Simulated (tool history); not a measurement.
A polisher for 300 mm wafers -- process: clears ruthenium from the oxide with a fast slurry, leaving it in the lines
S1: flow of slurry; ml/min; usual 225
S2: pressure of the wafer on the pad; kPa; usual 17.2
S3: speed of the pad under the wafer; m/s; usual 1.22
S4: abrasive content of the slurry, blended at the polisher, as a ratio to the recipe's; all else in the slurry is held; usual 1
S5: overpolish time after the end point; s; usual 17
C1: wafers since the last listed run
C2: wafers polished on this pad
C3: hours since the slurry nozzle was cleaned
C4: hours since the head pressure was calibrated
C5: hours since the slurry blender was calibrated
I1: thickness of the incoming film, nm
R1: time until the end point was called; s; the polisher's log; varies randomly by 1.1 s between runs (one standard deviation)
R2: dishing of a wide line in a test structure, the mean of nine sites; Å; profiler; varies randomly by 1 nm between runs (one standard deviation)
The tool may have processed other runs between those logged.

run 1 hour=0 | S1=225 S2=17.2 S3=1.22 S4=1 S5=17 | C1=0 C2=162 C3=329.9 C4=671 C5=111.7 | I1=264.8 | R1=62 R2=469
run 2 hour=38.7 | S1=225 S2=17.2 S3=1.22 S4=1 S5=17 | C1=326 C2=489 C3=368.6 C4=709.7 C5=150.4 | I1=259.8 | R1=65.2 R2=472
run 3 hour=147.6 | S1=225 S2=13.8 S3=1.22 S4=1 S5=17 | C1=919 C2=1408 C3=477.5 C4=818.6 C5=259.3 | I1=256.4 | R1=82.8 R2=358
-- hour=230.5 slurry nozzle cleaned
run 4 hour=270.3 | S1=225 S2=13.8 S3=1.22 S4=1 S5=17 | C1=1027 C2=2435 C3=39.8 C4=941.3 C5=382 | I1=262.1 | R1=86.5 R2=364
-- hour=314.7 head pressure recalibrated
run 5 hour=339.5 | S1=225 S2=17.2 S3=0.92 S4=1 S5=17 | C1=567 C2=3002 C3=109 C4=24.8 C5=451.2 | I1=261.2 | R1=94.1 R2=342
-- hour=348.3 worn pad replaced by a new one
-- hour=373.8 slurry blender recalibrated
run 6 hour=402.8 | S1=225 S2=17.2 S3=0.92 S4=1 S5=17 | C1=483 C2=443 C3=172.3 C4=88.1 C5=29 | I1=256.5 | R1=78.5 R2=380
run 7 hour=456.9 | S1=225 S2=17.2 S3=0.92 S4=1 S5=17 | C1=456 C2=899 C3=226.4 C4=142.2 C5=83.1 | I1=257.4 | R1=81.4 R2=373
run 8 hour=518.6 | S1=225 S2=17.2 S3=1.22 S4=1 S5=17 | C1=520 C2=1420 C3=288.1 C4=203.9 C5=144.8 | I1=259.8 | R1=61.5 R2=487
run 9 hour=680.6 | S1=225 S2=17.2 S3=1.22 S4=1 S5=17 | C1=1367 C2=2788 C3=450.1 C4=365.9 C5=306.8 | I1=264.5 | R1=68.1 R2=458
run 10 hour=732.9 | S1=225 S2=17.2 S3=1.22 S4=1 S5=22 | C1=441 C2=3229 C3=502.4 C4=418.2 C5=359.1 | I1=256.6 | R1=70.5 R2=520
-- hour=744.9 worn pad replaced by a new one
run 11 hour=782.6 | S1=185 S2=17.2 S3=1.22 S4=1 S5=14 | C1=385 C2=318 C3=552.1 C4=467.9 C5=408.8 | I1=261.8 | R1=77.3 R2=345
run 12 hour=813.7 | S1=225 S2=22.1 S3=1.5 S4=1 S5=20 | C1=262 C2=580 C3=583.2 C4=499 C5=439.9 | I1=260.6 | R1=49 R2=656
-- hour=818.9 slurry nozzle cleaned
-- hour=861.6 slurry blender recalibrated
run 13 hour=870.5 | S1=225 S2=17.2 S3=1.42 S4=0.7 S5=17 | C1=454 C2=1034 C3=51.6 C4=555.8 C5=8.9 | I1=259.5 | R1=62.5 R2=474
run 14 hour=924 | S1=225 S2=17.2 S3=0.92 S4=1 S5=17 | C1=451 C2=1486 C3=105.1 C4=609.3 C5=62.4 | I1=259 | R1=80.6 R2=390
run 15 hour=963.7 | S1=155 S2=13.8 S3=1.06 S4=0.85 S5=17 | C1=335 C2=1821 C3=144.8 C4=649 C5=102.1 | I1=261.2 | R1=101.3 R2=318
run 16 hour=1017.9 | S1=250 S2=17.2 S3=0.84 S4=1.15 S5=17 | C1=457 C2=2279 C3=199 C4=703.2 C5=156.3 | I1=258.8 | R1=84 R2=366
run 17 hour=1076.8 | S1=225 S2=17.2 S3=1.22 S4=1 S5=17 | C1=497 C2=2776 C3=257.9 C4=762.1 C5=215.2 | I1=262.8 | R1=63.8 R2=477
run 18 hour=1119.9 | S1=175 S2=17.2 S3=0.84 S4=1 S5=17 | C1=363 C2=3140 C3=301 C4=805.2 C5=258.3 | I1=260.9 | R1=93.6 R2=321
run 19 hour=1152.5 | S1=225 S2=17.2 S3=0.84 S4=0.85 S5=17 | C1=275 C2=3415 C3=333.6 C4=837.8 C5=290.9 | I1=258.3 | R1=104.7 R2=300
run 20 hour=1198.3 | S1=225 S2=11.7 S3=1.22 S4=1 S5=17 | C1=386 C2=3801 C3=379.4 C4=883.6 C5=336.7 | I1=256.8 | R1=102.2 R2=316
-- hour=1203.7 worn pad replaced by a new one
run 21 hour=1227.7 | S1=145 S2=12.4 S3=1.22 S4=1.3 S5=10 | C1=214 C2=202 C3=408.8 C4=913 C5=366.1 | I1=259 | R1=86.2 R2=213
-- hour=1260.6 slurry nozzle cleaned
-- hour=1264.3 head pressure recalibrated
run 22 hour=1264.8 | S1=225 S2=17.2 S3=1.22 S4=1 S5=17 | C1=287 C2=490 C3=4.2 C4=0.5 C5=403.2 | I1=265.2 | R1=68.5 R2=442
-- hour=1297.7 slurry blender recalibrated
run 23 hour=1301.4 | S1=170 S2=17.2 S3=1.1 S4=0.75 S5=26 | C1=292 C2=782 C3=40.8 C4=37.1 C5=3.7 | I1=259.5 | R1=84.1 R2=540
run 24 hour=1345.3 | S1=225 S2=17.2 S3=1.22 S4=1 S5=17 | C1=370 C2=1152 C3=84.7 C4=81 C5=47.6 | I1=254.2 | R1=61.6 R2=483
run 25 hour=1388.4 | S1=225 S2=18.6 S3=1.22 S4=1.15 S5=9 | C1=363 C2=1516 C3=127.8 C4=124.1 C5=90.7 | I1=263.5 | R1=55.7 R2=318
run 26 hour=1443.5 | S1=225 S2=17.2 S3=1.22 S4=1 S5=9 | C1=465 C2=1981 C3=182.9 C4=179.2 C5=145.8 | I1=258.8 | R1=62.2 R2=268
run 27 hour=1488.5 | S1=225 S2=17.2 S3=1.22 S4=1 S5=10 | C1=379 C2=2361 C3=227.9 C4=224.2 C5=190.8 | I1=264.6 | R1=65 R2=293
run 28 hour=1552.1 | S1=225 S2=17.2 S3=1.22 S4=1 S5=17 | C1=536 C2=2898 C3=291.5 C4=287.8 C5=254.4 | I1=257.8 | R1=64.9 R2=455
run 29 hour=1598 | S1=175 S2=17.2 S3=1.22 S4=1 S5=17 | C1=387 C2=3286 C3=337.4 C4=333.7 C5=300.3 | I1=262.1 | R1=69.2 R2=434

Hidden state at the last listed run before each entry between runs and at the first one after, where it differs:
Run 3 -> run 4: slurry nozzle cleaned (hour 230.5)
  slurry flow missing at the pad, %: 41.5 -> 0.854; abrasive missing from the slurry, %: 9.35 -> 18.2
  measured value less the no-hidden-state value, R1: +9.1 -> +9 s; R2: -39 -> -37 Å
Run 4 -> run 5: head pressure recalibrated (hour 314.7)
  slurry flow missing at the pad, %: 0.854 -> 2.42; abrasive missing from the slurry, %: 18.2 -> 24.7
  measured value less the no-hidden-state value, R1: +9 -> +14 s; R2: -37 -> -53 Å
Run 5 -> run 6: worn pad replaced by a new one (hour 348.3); slurry blender recalibrated (hour 373.8)
  slurry flow missing at the pad, %: 2.42 -> 5.14; abrasive missing from the slurry, %: 24.7 -> 1.44
  measured value less the no-hidden-state value, R1: +14 -> +1 s; R2: -53 -> -4 Å
Run 10 -> run 11: worn pad replaced by a new one (hour 744.9)
  slurry flow missing at the pad, %: 39.1 -> 47.1; abrasive missing from the slurry, %: 15.8 -> 20.1
  measured value less the no-hidden-state value, R1: +10 -> +15 s; R2: -69 -> -73 Å
Run 12 -> run 13: slurry nozzle cleaned (hour 818.9); slurry blender recalibrated (hour 861.6)
  slurry flow missing at the pad, %: 52.5 -> 2.43; abrasive missing from the slurry, %: 23.1 -> 1.28
  measured value less the no-hidden-state value, R1: +10.5 -> +0.7 s; R2: -131 -> -4 Å
Run 20 -> run 21: worn pad replaced by a new one (hour 1203.7)
  slurry flow missing at the pad, %: 24 -> 27.5; abrasive missing from the slurry, %: 14 -> 16.3
  measured value less the no-hidden-state value, R1: +10.7 -> +10.8 s; R2: -33 -> -29 Å
Run 21 -> run 22: slurry nozzle cleaned (hour 1260.6); head pressure recalibrated (hour 1264.3)
  slurry flow missing at the pad, %: 27.5 -> 4.45; abrasive missing from the slurry, %: 16.3 -> 19.6
  measured value less the no-hidden-state value, R1: +10.8 -> +7.9 s; R2: -29 -> -49 Å
Run 22 -> run 23: slurry blender recalibrated (hour 1297.7)
  slurry flow missing at the pad, %: 4.45 -> 4.7; abrasive missing from the slurry, %: 19.6 -> 3.84
  measured value less the no-hidden-state value, R1: +7.9 -> +2.5 s; R2: -49 -> -14 Å

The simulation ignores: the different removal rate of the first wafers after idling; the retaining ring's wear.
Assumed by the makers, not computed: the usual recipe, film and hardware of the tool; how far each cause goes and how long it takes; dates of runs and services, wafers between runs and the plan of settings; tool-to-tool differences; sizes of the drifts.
